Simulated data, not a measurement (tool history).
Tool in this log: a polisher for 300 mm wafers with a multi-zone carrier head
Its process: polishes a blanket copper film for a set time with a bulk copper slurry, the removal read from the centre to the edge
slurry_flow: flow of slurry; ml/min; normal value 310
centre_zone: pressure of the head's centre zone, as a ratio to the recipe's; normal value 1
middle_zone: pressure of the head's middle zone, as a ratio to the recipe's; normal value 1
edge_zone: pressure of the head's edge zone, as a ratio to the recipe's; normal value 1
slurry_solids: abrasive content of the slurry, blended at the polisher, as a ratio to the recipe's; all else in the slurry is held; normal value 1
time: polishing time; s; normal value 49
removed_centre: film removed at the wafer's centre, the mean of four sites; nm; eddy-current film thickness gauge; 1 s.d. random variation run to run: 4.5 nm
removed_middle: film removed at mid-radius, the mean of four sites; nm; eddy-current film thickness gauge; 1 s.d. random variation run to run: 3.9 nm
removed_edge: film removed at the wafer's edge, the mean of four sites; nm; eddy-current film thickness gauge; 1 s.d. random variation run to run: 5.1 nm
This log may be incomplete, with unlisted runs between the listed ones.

| run | hour | slurry_flow | centre_zone | middle_zone | edge_zone | slurry_solids | time | incoming thickness of the incoming film, nm | removed_centre | removed_middle | removed_edge |
|---|---|---|---|---|---|---|---|---|---|---|---|
| 1 | 0 | 310 | 1 | 1 | 1 | 1 | 49 | 3463.1 | 359.4 | 358.6 | 360.2 |
|  | 17.4 | worn pad replaced by a new one |
| 2 | 17.9 | 310 | 1 | 1 | 1 | 1 | 49 | 3536.8 | 385.5 | 379.2 | 381.9 |
| 3 | 28.6 | 310 | 1 | 1 | 1 | 1 | 49 | 3525.3 | 372.7 | 367 | 365.9 |
| 4 | 41.8 | 310 | 1 | 1 | 1 | 1 | 49 | 3499.3 | 358.3 | 355 | 357.1 |
|  | 57.9 | worn pad replaced by a new one |
| 5 | 58.4 | 310 | 1 | 1 | 1 | 1 | 49 | 3546.1 | 381.5 | 386 | 391.6 |
| 6 | 71.6 | 310 | 1 | 1 | 1 | 1 | 49 | 3458.5 | 367.6 | 376.5 | 375.1 |
| 7 | 78.8 | 310 | 1 | 1 | 1 | 1 | 49 | 3502.9 | 364.3 | 366.6 | 367.7 |
| 8 | 92.5 | 310 | 1 | 1 | 1 | 1 | 49 | 3532.9 | 355.3 | 351.9 | 353.9 |
|  | 100.6 | worn pad replaced by a new one |
| 9 | 107.6 | 310 | 1 | 1 | 1 | 1 | 49 | 3518.2 | 367.9 | 371.3 | 375.3 |
|  | 114 | slurry nozzle cleaned |
|  | 118 | carrier head's membrane replaced by a new one |
| 10 | 125 | 310 | 1 | 1.03 | 0.9 | 0.75 | 49 | 3467.8 | 319.9 | 329.6 | 313.6 |
| 11 | 132.2 | 230 | 1 | 1 | 1.05 | 1 | 49 | 3507.8 | 341.6 | 343.9 | 356.5 |
|  | 138.4 | centre zone pressure recalibrated |
| 12 | 139.1 | 310 | 1 | 0.94 | 1 | 1 | 62 | 3494 | 432.7 | 417.4 | 433.7 |
| 13 | 146.5 | 310 | 1 | 1 | 1 | 1 | 49 | 3479.3 | 339.1 | 333.8 | 341.5 |
|  | 154.6 | worn pad replaced by a new one |
|  | 156.9 | edge zone pressure recalibrated |
| 14 | 157.8 | 310 | 1 | 1 | 1.1 | 1 | 59 | 3544.4 | 467.5 | 468.7 | 489.6 |
| 15 | 171.9 | 345 | 1 | 1 | 1 | 1 | 49 | 3520.4 | 378.6 | 374 | 371.2 |
| 16 | 183 | 255 | 1.08 | 1 | 1.11 | 1 | 55 | 3499.3 | 429.6 | 396.9 | 426.8 |
| 17 | 200.5 | 310 | 1 | 1.03 | 0.9 | 0.75 | 49 | 3487.7 | 314.4 | 314.8 | 297.7 |
|  | 207.1 | worn pad replaced by a new one |
| 18 | 216.5 | 310 | 1 | 1.04 | 1.12 | 1 | 49 | 3463.8 | 373.5 | 380.7 | 404.4 |

The tool's hidden state at each run:
slurry flow missing at the pad, %: 0, the same for each run
deviation of the centre zone's pressure from its setpoint, %: 0, the same for each run
deviation of the edge zone's pressure from its setpoint, %: 0, the same for each run
H1: removal rate lost through wear of the pad, %
| run | H1 |
|---|---|
| 1 | 8.49 |
| 2 | 2.15 |
| 3 | 4.88 |
| 4 | 8.25 |
| 5 | 0.413 |
| 6 | 3.78 |
| 7 | 5.62 |
| 8 | 9.11 |
| 9 | 3.82 |
| 10 | 8.26 |
| 11 | 10.1 |
| 12 | 11.9 |
| 13 | 13.7 |
| 14 | 1.03 |
| 15 | 4.62 |
| 16 | 7.46 |
| 17 | 11.9 |
| 18 | 3.91 |

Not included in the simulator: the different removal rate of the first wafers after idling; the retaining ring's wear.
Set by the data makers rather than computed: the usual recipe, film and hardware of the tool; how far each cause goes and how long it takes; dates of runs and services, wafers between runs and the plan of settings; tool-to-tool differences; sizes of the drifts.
